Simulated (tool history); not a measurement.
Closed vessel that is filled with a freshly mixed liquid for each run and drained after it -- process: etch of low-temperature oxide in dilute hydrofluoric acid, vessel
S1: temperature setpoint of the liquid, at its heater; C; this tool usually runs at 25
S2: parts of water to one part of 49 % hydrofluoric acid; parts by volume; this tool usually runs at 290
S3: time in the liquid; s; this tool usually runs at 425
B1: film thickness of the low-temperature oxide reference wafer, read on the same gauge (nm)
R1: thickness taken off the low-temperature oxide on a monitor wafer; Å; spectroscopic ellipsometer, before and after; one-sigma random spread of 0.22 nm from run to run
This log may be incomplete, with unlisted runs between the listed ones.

run	hour	S1	S2	S3	B1	R1
1	0	25	290	425	130.03	415.6
2	21.3	25	290	425	129.99	417.6
3	45.5	25	290	425	130.02	420.4
# hour 60.9: gauge calibrated
4	66.8	25	290	425	130.03	415.4
5	92.8	25	290	425	130	415.9
6	128.6	25	290	425	129.98	414.8
7	153.9	22.5	290	425	130.03	380.6
8	174.1	22.5	290	425	129.99	381.1
9	187.7	22.5	290	425	129.97	382.2
10	221.6	25	290	425	129.99	411.3
11	246.8	22	400	280	130.02	160.5
# hour 256.6: hydrofluoric acid flow meter replaced
12	260.6	25	290	425	130	412.7
13	286.5	27.5	290	225	129.99	240.9
# hour 297.4: thermometer replaced
14	307.4	29	290	425	129.99	474
15	329.7	22.5	385	230	130.02	141.2

Run 16 has not been measured yet. What should we expect?
16	362.8	22	370	290	?	?

{"run 16": {"B1": 129.98, "R1": 186.4}}
Without the tool's hidden state the same run would have given R1 186.4 Å.
